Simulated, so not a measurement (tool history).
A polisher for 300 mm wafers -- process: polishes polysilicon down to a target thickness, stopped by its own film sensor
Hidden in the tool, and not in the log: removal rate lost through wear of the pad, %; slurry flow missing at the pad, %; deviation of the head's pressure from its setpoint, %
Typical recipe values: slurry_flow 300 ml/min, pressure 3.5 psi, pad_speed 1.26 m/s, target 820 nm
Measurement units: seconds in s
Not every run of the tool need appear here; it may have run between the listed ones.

run,hour,slurry_flow,pressure,pad_speed,target,wafers since the last listed run,wafers polished on this pad,hours since the slurry nozzle was cleaned,hours since the head pressure was calibrated,"incoming thickness of the incoming film, nm",seconds
1,0,300,3.5,1.26,820,0,491,5.1,189.7,1545.9,45.7
2,43.8,300,3.5,1.26,820,359,851,48.9,233.5,1551.8,45.6
3,60.9,300,3.5,1.26,820,140,991,66,250.6,1562.3,45.8
4,85.7,300,3.5,1.26,820,203,1195,90.8,275.4,1532.8,44.7
# hour 90.7: worn pad replaced by a new one
5,107.1,300,3.5,1.26,820,142,134,112.2,296.8,1574.6,48.6
6,123.9,300,3.5,1.54,820,137,272,129,313.6,1546.6,36.5
7,148.3,300,3.5,1.54,820,200,472,153.4,338,1569.9,38.9
8,181.1,300,3.5,1.26,820,269,741,186.2,370.8,1535.6,44.6
9,194.8,300,3.5,1.26,820,112,854,199.9,384.5,1572,47.4
10,221.2,240,3.5,1.26,953,216,1070,226.3,410.9,1572.1,39.3
11,235.1,240,3.5,1.26,953,114,1184,240.2,424.8,1579.1,40.3
12,249.3,240,3.5,1.26,953,116,1301,254.4,439,1570.1,39.1
13,270.1,300,3.5,1.26,886,170,1472,275.2,459.8,1577.8,43.4
# hour 275.7: worn pad replaced by a new one
# hour 286.2: slurry nozzle cleaned
14,292.5,300,3.5,1.26,886,142,129,6.3,482.2,1571.8,42.2
15,307.1,300,3.5,1.26,886,119,249,20.9,496.8,1578.8,42.9
16,343.1,300,3.5,1.36,820,295,545,56.9,532.8,1538.1,41.5
17,356.1,300,3.5,1.36,820,106,651,69.9,545.8,1549.8,41.6
18,368.3,300,4.6,1.42,724,100,751,82.1,558,1585.3,37.6
19,383.7,300,3.5,1.26,820,126,878,97.5,573.4,1558.3,45.7
20,419.1,300,4,1.26,984,290,1168,132.9,608.8,1567.3,31.5
# hour 431.4: worn pad replaced by a new one
21,447.5,240,3.5,1.26,953,200,132,161.3,637.2,1548,39.1
22,521.8,365,3.5,1.44,820,609,741,235.6,711.5,1575.6,40.6
23,534.6,300,3.9,1.7,820,105,847,248.4,724.3,1557.2,31.2
24,550.1,240,2.5,1.62,940,127,974,263.9,739.8,1577,43.5
# hour 562.2: head pressure recalibrated
# hour 581.9: slurry nozzle cleaned
# hour 583.8: worn pad replaced by a new one
25,584.3,255,3.5,0.86,820,240,4,2.4,22.1,1582.1,69.7
26,613.9,395,3.5,1.26,687,242,247,32,51.7,1532.9,52.5
27,635.6,300,4.4,1.26,820,178,425,53.7,73.4,1532.4,36.3
28,656.8,395,3.5,1.5,733,174,599,74.9,94.6,1564,42.4
29,668.9,345,2.4,1.66,642,99,698,87,106.7,1542.8,59.8
30,684.5,255,3.5,0.86,820,128,826,102.6,122.3,1554.1,68.1
31,702.1,300,3.5,1.26,820,144,971,120.2,139.9,1538.5,44.5
32,727.4,205,3.5,0.98,1068,207,1178,145.5,165.2,1570.6,42.2
# hour 756.3: worn pad replaced by a new one
33,756.8,255,3.5,0.86,820,208,3,174.9,194.6,1546,68.4
34,789.6,365,4.2,1.64,730,269,272,207.7,227.4,1548.4,32.5
35,820.9,215,2.7,1.26,820,256,529,239,258.7,1557.1,61.6

What the log doesn't show, run by run:
removal rate lost through wear of the pad, %: 0 on each run
slurry flow missing at the pad, %: 0 on each run
deviation of the head's pressure from its setpoint, %: 0 on each run
